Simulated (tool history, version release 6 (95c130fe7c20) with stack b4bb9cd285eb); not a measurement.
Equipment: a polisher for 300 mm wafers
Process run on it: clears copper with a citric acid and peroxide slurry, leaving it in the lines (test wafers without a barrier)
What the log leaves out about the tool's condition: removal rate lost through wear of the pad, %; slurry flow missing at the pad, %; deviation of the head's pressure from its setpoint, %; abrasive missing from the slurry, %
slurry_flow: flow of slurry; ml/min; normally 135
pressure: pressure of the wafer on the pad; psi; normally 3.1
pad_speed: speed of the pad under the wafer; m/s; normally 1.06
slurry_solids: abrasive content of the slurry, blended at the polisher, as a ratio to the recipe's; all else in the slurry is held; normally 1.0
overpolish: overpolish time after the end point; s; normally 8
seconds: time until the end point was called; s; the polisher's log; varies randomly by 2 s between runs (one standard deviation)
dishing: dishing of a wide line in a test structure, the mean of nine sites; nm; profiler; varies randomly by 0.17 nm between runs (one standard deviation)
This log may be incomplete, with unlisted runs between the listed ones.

run     day  slurry_flow  pressure  pad_speed  slurry_solids  overpolish  wafers since the last listed run  wafers polished on this pad  hours since the slurry nozzle was cleaned  hours since the head pressure was calibrated  hours since the slurry blender was calibrated  incoming thickness of the incoming film, nm  seconds  dishing
  1   0.000          135       3.1       1.06            1.0           5                                 0                         1273                                       49.3                                         585.4                                          438.1                                        298.6    163.1      7.9
      0.346  -- worn pad replaced by a new one
  2   1.246          135       3.1       1.06            1.0           5                               170                          142                                       79.2                                         615.3                                          468.0                                        300.9    164.0      7.6
      3.083  -- slurry blender recalibrated
  3   3.925          135       3.1       1.06            1.0           5                               409                          551                                      143.5                                         679.6                                           20.2                                        305.9    168.5      7.5
  4   5.217          135       3.5       1.06            1.0           8                               203                          755                                      174.5                                         710.6                                           51.2                                        304.9    150.7     13.5
  5   7.925          135       3.5       1.06            1.0           8                               427                         1182                                      239.5                                         775.6                                          116.2                                        303.0    155.4     13.4
      8.129  -- worn pad replaced by a new one
  6  10.058          135       3.1       1.36            0.8           8                               310                          304                                      290.7                                         826.8                                          167.4                                        309.4    151.2     13.2
     10.838  -- slurry nozzle cleaned
  7  12.046          135       3.1       1.36            0.8           8                               307                          611                                       29.0                                         874.5                                          215.1                                        302.3    133.7     14.9
  8  13.338          135       3.1       1.36            0.8           8                               203                          815                                       60.0                                         905.5                                          246.1                                        301.5    134.1     14.9
     14.062  -- head pressure recalibrated
  9  16.046          135       3.1       1.06            1.0           8                               414                         1229                                      125.0                                          47.6                                          311.1                                        303.0    157.2     12.6
     17.338  -- worn pad replaced by a new one
 10  17.883          135       3.1       1.06            1.0           8                               263                           86                                      169.1                                          91.7                                          355.2                                        299.1    157.7     12.3
 11  19.588          135       3.1       1.06            0.8           8                               268                          355                                      210.0                                         132.6                                          396.1                                        306.7    171.2     11.8
 12  21.112          135       4.1       0.96            0.9           8                               240                          595                                      246.6                                         169.2                                          432.7                                        302.5    144.8     14.4
     23.488  -- slurry blender recalibrated
 13  23.550          115       3.1       1.06            1.0          13                               371                          967                                      305.1                                         227.7                                            1.5                                        301.3    181.1     17.9
     24.254  -- worn pad replaced by a new one
     24.338  -- slurry nozzle cleaned
 14  25.633          135       3.1       0.72            1.2           8                               295                          211                                       31.1                                         277.7                                           51.5                                        302.2    224.6      9.0
 15  27.262          135       3.1       1.06            1.0           8                               257                          468                                       70.2                                         316.8                                           90.6                                        304.3    157.6     12.7
 16  29.879          135       3.1       1.06            1.0          10                               412                          881                                      133.0                                         379.6                                          153.4                                        307.6    163.7     15.5
     31.421  -- worn pad replaced by a new one
 17  31.483          135       3.1       1.06            1.0           8                               226                           10                                      171.5                                         418.1                                          191.9                                        308.7    169.0     12.2
 18  32.600          135       3.1       1.06            1.2           8                               176                          186                                      198.3                                         444.9                                          218.7                                        305.5    169.1     12.4
 19  35.512          135       3.1       1.40            1.0          11                               459                          645                                      268.2                                         514.8                                          288.6                                        304.9    133.1     20.1
 20  37.479          180       3.1       0.84            1.1           3                               310                          956                                      315.4                                         562.0                                          335.8                                        304.3    214.0      3.7
     38.317  -- worn pad replaced by a new one
     38.979  -- slurry nozzle cleaned
 21  40.342          115       3.1       1.06            1.0          13                               418                          313                                       32.7                                         630.7                                          404.5                                        305.3    169.0     18.6

Predict each of these 5 candidate next runs independently; none follows another, all start after run 21:
  A  40.362          135       3.1       1.06            1.0           8                                 3                          316                                       33.2                                         631.2                                          405.0                                        305.6        ?        ?
  B  40.362          135       3.1       0.74            1.0           5                                 3                          316                                       33.2                                         631.2                                          405.0                                        305.6        ?        ?
  C  40.362          150       3.1       1.06            1.0           9                                 3                          316                                       33.2                                         631.2                                          405.0                                        305.6        ?        ?
  D  40.362          135       3.9       1.06            1.0           8                                 3                          316                                       33.2                                         631.2                                          405.0                                        305.6        ?        ?
  E  40.362          160       3.1       0.72            1.0           8                                 3                          316                                       33.2                                         631.2                                          405.0                                        305.6        ?        ?

run  seconds  dishing
  A    163.7     12.2
  B    232.1      5.5
  C    160.6     13.9
  D    130.7     15.2
  E    231.2      8.7
With no hidden state in the tool, these same runs would have given:
run  seconds  dishing
  A    153.9     12.9
  B    218.4      5.8
  C    151.1     14.7
  D    122.9     16.1
  E    217.8      9.2

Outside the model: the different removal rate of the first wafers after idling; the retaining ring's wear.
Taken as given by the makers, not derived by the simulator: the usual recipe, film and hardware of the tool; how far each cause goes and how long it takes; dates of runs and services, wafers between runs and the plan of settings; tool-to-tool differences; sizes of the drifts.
